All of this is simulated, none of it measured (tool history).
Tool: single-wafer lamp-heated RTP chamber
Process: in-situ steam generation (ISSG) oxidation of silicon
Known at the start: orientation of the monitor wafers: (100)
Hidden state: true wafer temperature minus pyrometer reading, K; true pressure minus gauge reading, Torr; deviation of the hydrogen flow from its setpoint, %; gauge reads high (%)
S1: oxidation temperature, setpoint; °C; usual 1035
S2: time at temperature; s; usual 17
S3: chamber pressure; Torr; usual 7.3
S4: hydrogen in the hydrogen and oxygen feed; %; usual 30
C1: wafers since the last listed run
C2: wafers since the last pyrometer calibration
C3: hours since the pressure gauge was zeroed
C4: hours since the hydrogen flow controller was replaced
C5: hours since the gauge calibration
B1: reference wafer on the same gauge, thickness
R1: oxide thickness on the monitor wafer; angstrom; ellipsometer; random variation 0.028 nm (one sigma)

run	hour	S1	S2	S3	S4	C1	C2	C3	C4	C5	B1	R1
1	0	1035	17	7.3	30	0	4787	3313.8	4436.9	743.9	7.538	66.1
2	43.2	1035	17	7.3	30	241	5029	3357	4480.1	787.1	7.551	66.17
3	87.9	1035	17	7.3	30	249	5279	3401.7	4524.8	831.8	7.57	66.41
# hour 108.3: pyrometer window cleaned and pyrometer calibrated
4	137.5	1023	17	7.3	23	232	163	3451.3	4574.4	881.4	7.552	58.58
5	196.7	1023	17	7.3	23	330	494	3510.5	4633.6	940.6	7.565	58.28
6	241.6	1022	20	7.3	30	250	745	3555.4	4678.5	985.5	7.59	67.51
7	294.2	1030	17	7.3	30	294	1039	3608	4731.1	1038.1	7.588	64.64
8	348	1030	17	7.3	30	300	1339	3661.8	4784.9	1091.9	7.607	65.26
9	381.8	1035	17	7.8	30	188	1528	3695.6	4818.7	1125.7	7.607	66.86
10	433.8	1035	17	7.8	30	290	1819	3747.6	4870.7	1177.7	7.629	66.9
11	477.4	1035	17	7.3	30	243	2063	3791.2	4914.3	1221.3	7.628	66.33
12	526.6	1035	17	7.3	30	275	2338	3840.4	4963.5	1270.5	7.628	67.19
13	555.7	1035	17	7.3	30	162	2500	3869.5	4992.6	1299.6	7.623	67.45
14	590.9	1035	17	7.3	32	196	2697	3904.7	5027.8	1334.8	7.659	67.99
15	646.3	1035	17	7.3	30	309	3007	3960.1	5083.2	1390.2	7.649	66.83
# hour 658.2: hydrogen flow controller replaced
16	710.3	1051	22	6.9	30	313	3320	4024.1	52.1	1454.2	7.658	83.01
17	776	1035	17	7.3	24	367	3687	4089.8	117.8	1519.9	7.707	63.95
# hour 834.6: pressure gauge zeroed
18	840.6	1035	17	8.3	30	316	4003	6	182.4	1584.5	7.718	67.6
19	903.1	1017	19	8.1	26	349	4353	68.5	244.9	1647	7.72	62.84
20	952.8	1035	17	8	30	277	4631	118.2	294.6	1696.7	7.731	67.71
21	1009.3	1049	15	7.3	30	315	4946	174.7	351.1	1753.2	7.757	69.06
22	1059.5	1019	22	8.2	32	280	5227	224.9	401.3	1803.4	7.763	72.3
# hour 1104.6: pyrometer window cleaned and pyrometer calibrated
23	1197.2	1029	15	7.3	26	724	517	362.6	539	1941.1	7.827	60.65
24	1259.4	1023	17	7.3	30	347	865	424.8	601.2	2003.3	7.847	65.06
# hour 1263.4: gauge calibrated
25	1462.6	1035	17	7.3	30	1135	2001	628	804.4	199.2	7.478	65.49
26	1497.4	1035	17	7.3	30	194	2195	662.8	839.2	234	7.481	66.06
27	1548.9	1035	17	7.3	30	287	2483	714.3	890.7	285.5	7.482	65.49

Run 28 comes next. What will it give?
28	1605.2	1027	17	8.2	30	314	2798	770.6	947	341.8	?	?

{"run 28": {"B1": 7.491, "R1": 62.66}}
Without the tool's hidden state the same run would have given R1 62.51 angstrom.

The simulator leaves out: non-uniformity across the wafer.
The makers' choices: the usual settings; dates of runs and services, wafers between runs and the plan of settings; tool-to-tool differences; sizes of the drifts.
